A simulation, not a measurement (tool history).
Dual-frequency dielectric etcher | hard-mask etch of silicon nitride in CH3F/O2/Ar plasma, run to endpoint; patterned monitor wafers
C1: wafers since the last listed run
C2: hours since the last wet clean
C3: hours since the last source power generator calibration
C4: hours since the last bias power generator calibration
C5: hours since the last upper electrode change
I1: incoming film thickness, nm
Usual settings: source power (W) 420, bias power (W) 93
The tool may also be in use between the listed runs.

{"run": 1, "day": 0.0, "source power (W)": 420, "bias power (W)": 102, "C1": 0, "C2": 299.1, "C3": 3661.4, "C4": 1123.3, "C5": 4310.4, "I1": 33.19, "endpoint time (s)": 45.5}
{"run": 2, "day": 1.667, "source power (W)": 420, "bias power (W)": 102, "C1": 568, "C2": 339.1, "C3": 3701.4, "C4": 1163.3, "C5": 4350.4, "I1": 32.93, "endpoint time (s)": 45.4}
{"run": 3, "day": 3.783, "source power (W)": 420, "bias power (W)": 102, "C1": 722, "C2": 389.9, "C3": 3752.2, "C4": 1214.1, "C5": 4401.2, "I1": 32.79, "endpoint time (s)": 45.1}
{"day": 5.7, "done": "wet clean of the chamber"}
{"run": 4, "day": 6.733, "source power (W)": 480, "bias power (W)": 103, "C1": 665, "C2": 24.8, "C3": 3823.0, "C4": 1284.9, "C5": 4472.0, "I1": 32.82, "endpoint time (s)": 41.9}
{"run": 5, "day": 8.55, "source power (W)": 480, "bias power (W)": 103, "C1": 620, "C2": 68.4, "C3": 3866.6, "C4": 1328.5, "C5": 4515.6, "I1": 32.93, "endpoint time (s)": 42.2}
{"run": 6, "day": 10.054, "source power (W)": 420, "bias power (W)": 93, "C1": 513, "C2": 104.5, "C3": 3902.7, "C4": 1364.6, "C5": 4551.7, "I1": 32.84, "endpoint time (s)": 46.0}
{"run": 7, "day": 11.438, "source power (W)": 420, "bias power (W)": 93, "C1": 472, "C2": 137.7, "C3": 3935.9, "C4": 1397.8, "C5": 4584.9, "I1": 32.79, "endpoint time (s)": 46.3}
{"day": 13.271, "done": "upper electrode replaced"}
{"run": 8, "day": 14.262, "source power (W)": 420, "bias power (W)": 93, "C1": 622, "C2": 205.5, "C3": 4003.7, "C4": 1465.6, "C5": 23.8, "I1": 33.28, "endpoint time (s)": 47.2}
{"run": 9, "day": 17.017, "source power (W)": 420, "bias power (W)": 93, "C1": 940, "C2": 271.6, "C3": 4069.8, "C4": 1531.7, "C5": 89.9, "I1": 32.77, "endpoint time (s)": 46.6}
{"day": 18.029, "done": "source power generator calibrated"}
{"run": 10, "day": 18.579, "source power (W)": 420, "bias power (W)": 93, "C1": 476, "C2": 309.1, "C3": 13.2, "C4": 1569.2, "C5": 127.4, "I1": 32.94, "endpoint time (s)": 46.9}
{"day": 18.992, "done": "bias power generator calibrated"}
{"day": 20.867, "done": "wet clean of the chamber"}
{"run": 11, "day": 20.888, "source power (W)": 420, "bias power (W)": 93, "C1": 389, "C2": 0.5, "C3": 68.6, "C4": 45.5, "C5": 182.8, "I1": 32.75, "endpoint time (s)": 46.1}
{"run": 12, "day": 22.058, "source power (W)": 420, "bias power (W)": 93, "C1": 399, "C2": 28.6, "C3": 96.7, "C4": 73.6, "C5": 210.9, "I1": 33.05, "endpoint time (s)": 46.3}
{"run": 13, "day": 23.562, "source power (W)": 480, "bias power (W)": 76, "C1": 513, "C2": 64.7, "C3": 132.8, "C4": 109.7, "C5": 247.0, "I1": 32.7, "endpoint time (s)": 46.0}
{"run": 14, "day": 27.625, "source power (W)": 480, "bias power (W)": 102, "C1": 1386, "C2": 162.2, "C3": 230.3, "C4": 207.2, "C5": 344.5, "I1": 32.76, "endpoint time (s)": 42.2}
{"run": 15, "day": 29.4, "source power (W)": 360, "bias power (W)": 87, "C1": 605, "C2": 204.8, "C3": 272.9, "C4": 249.8, "C5": 387.1, "I1": 33.13, "endpoint time (s)": 51.4}
{"run": 16, "day": 31.283, "source power (W)": 360, "bias power (W)": 103, "C1": 642, "C2": 250.0, "C3": 318.1, "C4": 295.0, "C5": 432.3, "I1": 32.99, "endpoint time (s)": 48.4}
{"run": 17, "day": 34.233, "source power (W)": 340, "bias power (W)": 93, "C1": 1006, "C2": 320.8, "C3": 388.9, "C4": 365.8, "C5": 503.1, "I1": 32.93, "endpoint time (s)": 51.7}
{"day": 35.421, "done": "wet clean of the chamber"}
{"run": 18, "day": 35.442, "source power (W)": 420, "bias power (W)": 115, "C1": 71, "C2": 0.5, "C3": 417.9, "C4": 394.8, "C5": 532.1, "I1": 32.54, "endpoint time (s)": 42.4}

4 ways to go on from here, each from the tool as it stands after run 18. What would each give?
{"run": "A", "day": 35.458, "source power (W)": 420, "bias power (W)": 93, "C1": 5, "C2": 0.9, "C3": 418.3, "C4": 395.2, "C5": 532.5, "I1": 33.06, "endpoint time (s)": "?"}
{"run": "B", "day": 35.458, "source power (W)": 460, "bias power (W)": 84, "C1": 5, "C2": 0.9, "C3": 418.3, "C4": 395.2, "C5": 532.5, "I1": 33.06, "endpoint time (s)": "?"}
{"run": "C", "day": 35.458, "source power (W)": 360, "bias power (W)": 111, "C1": 5, "C2": 0.9, "C3": 418.3, "C4": 395.2, "C5": 532.5, "I1": 33.06, "endpoint time (s)": "?"}
{"run": "D", "day": 35.458, "source power (W)": 420, "bias power (W)": 77, "C1": 5, "C2": 0.9, "C3": 418.3, "C4": 395.2, "C5": 532.5, "I1": 33.06, "endpoint time (s)": "?"}

run=A endpoint_time_(s)=46.3
run=B endpoint_time_(s)=45.8
run=C endpoint_time_(s)=46.9
run=D endpoint_time_(s)=49.1
Without the tool's hidden state the same runs would have given:
run=A endpoint_time_(s)=46.3
run=B endpoint_time_(s)=45.8
run=C endpoint_time_(s)=46.9
run=D endpoint_time_(s)=49.1

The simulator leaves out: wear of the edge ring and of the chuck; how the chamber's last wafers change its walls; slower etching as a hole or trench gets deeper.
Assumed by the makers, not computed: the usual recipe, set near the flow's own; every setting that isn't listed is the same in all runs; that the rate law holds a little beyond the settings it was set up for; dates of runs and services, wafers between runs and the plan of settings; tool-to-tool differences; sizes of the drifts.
